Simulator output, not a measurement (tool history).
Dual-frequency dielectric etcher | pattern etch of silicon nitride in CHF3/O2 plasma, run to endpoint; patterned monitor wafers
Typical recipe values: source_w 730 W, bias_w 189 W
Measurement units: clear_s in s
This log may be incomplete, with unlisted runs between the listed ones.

run,hour,source_w,bias_w,wafers since the last listed run,hours since the last wet clean,hours since the last source power generator calibration,hours since the last bias power generator calibration,hours since the last upper electrode change,"incoming incoming film thickness, nm",clear_s
1,0,730,189,0,314.2,1800.6,2193.2,2527.3,85.9,49.4
2,65.9,730,189,1082,380.1,1866.5,2259.1,2593.2,86.4,50
3,123.6,730,189,947,437.8,1924.2,2316.8,2650.9,86.5,50.3
# hour 192.1: wet clean of the chamber
4,230.3,730,189,1358,38.2,2030.9,2423.5,2757.6,85.7,49.9
5,267.4,730,189,609,75.3,2068,2460.6,2794.7,87.3,50.5
6,342.3,730,189,1230,150.2,2142.9,2535.5,2869.6,86.8,50.2
# hour 371.6: upper electrode replaced
7,401.2,730,203,573,209.1,2201.8,2594.4,29.6,86.5,49.1
8,483.1,770,189,1345,291,2283.7,2676.3,111.5,86.5,48.8
# hour 524.6: source power generator calibrated
9,541.7,730,189,896,349.6,17.1,2734.9,170.1,87.3,53.4
10,635.4,730,189,1538,443.3,110.8,2828.6,263.8,85.2,52.1
11,721.5,730,189,1414,529.4,196.9,2914.7,349.9,86.5,53.6
12,803.5,730,189,1346,611.4,278.9,2996.7,431.9,86.3,52.8
# hour 830.7: wet clean of the chamber
# hour 849.6: bias power generator calibrated
13,876.9,730,189,745,46.2,352.3,27.3,505.3,85.6,52.7
14,981.9,730,189,1724,151.2,457.3,132.3,610.3,86.8,52.9
15,1076.1,730,189,1547,245.4,551.5,226.5,704.5,86.1,52.3
16,1129.6,880,152,878,298.9,605,280,758,86.8,50.3
# hour 1145.1: source power generator calibrated, repeated, since the last time left the tool worse
17,1223.9,560,231,1482,393.2,78.8,374.3,852.3,86.5,56.2
18,1276.2,730,232,858,445.5,131.1,426.6,904.6,86.1,48.5
19,1351.9,730,233,1243,521.2,206.8,502.3,980.3,86.8,48.5
# hour 1443.2: wet clean of the chamber
20,1443.7,860,142,1113,0.5,298.6,594.1,1072.1,86.1,49.7
21,1479,850,211,579,35.8,333.9,629.4,1107.4,86.9,45.3
22,1516.6,670,143,617,73.4,371.5,667,1145,86.8,57.6
23,1553.3,910,147,602,110.1,408.2,703.7,1181.7,86.5,47.6
24,1590.9,820,168,617,147.7,445.8,741.3,1219.3,86.7,49.1
25,1652.8,780,167,1016,209.6,507.7,803.2,1281.2,86.3,50.4
26,1699.8,680,217,771,256.6,554.7,850.2,1328.2,86.1,50.8
27,1750.4,650,224,831,307.2,605.3,900.8,1378.8,86.1,51.5
28,1852.8,640,155,1681,409.6,707.7,1003.2,1481.2,87.1,58.8
29,1921.1,730,232,1121,477.9,776,1071.5,1549.5,86.2,47.8
30,1981.1,730,189,985,537.9,836,1131.5,1609.5,86.4,50.2
# hour 2034.1: wet clean of the chamber
31,2034.6,780,189,484,0.5,889.5,1185,1663,85.9,49
32,2167.3,680,226,2179,133.2,1022.2,1317.7,1795.7,86.6,50.7
33,2203.9,840,157,601,169.8,1058.8,1354.3,1832.3,87.4,48.7
34,2284.2,730,189,1318,250.1,1139.1,1434.6,1912.6,86.1,50.6
35,2349.3,730,189,1069,315.2,1204.2,1499.7,1977.7,86.8,50.4

Forecast each of these 4 alternatives for the next run:
A,2349.7,730,189,6,315.6,1204.6,1500.1,1978.1,85.7,?
B,2349.7,650,165,6,315.6,1204.6,1500.1,1978.1,85.7,?
C,2349.7,580,228,6,315.6,1204.6,1500.1,1978.1,85.7,?
D,2349.7,910,189,6,315.6,1204.6,1500.1,1978.1,85.7,?

run,clear_s
A,50.1
B,55.4
C,54.7
D,44.4
What these runs would have given with no unlogged condition in the tool:
run,clear_s
A,50.7
B,56.1
C,55.4
D,44.9
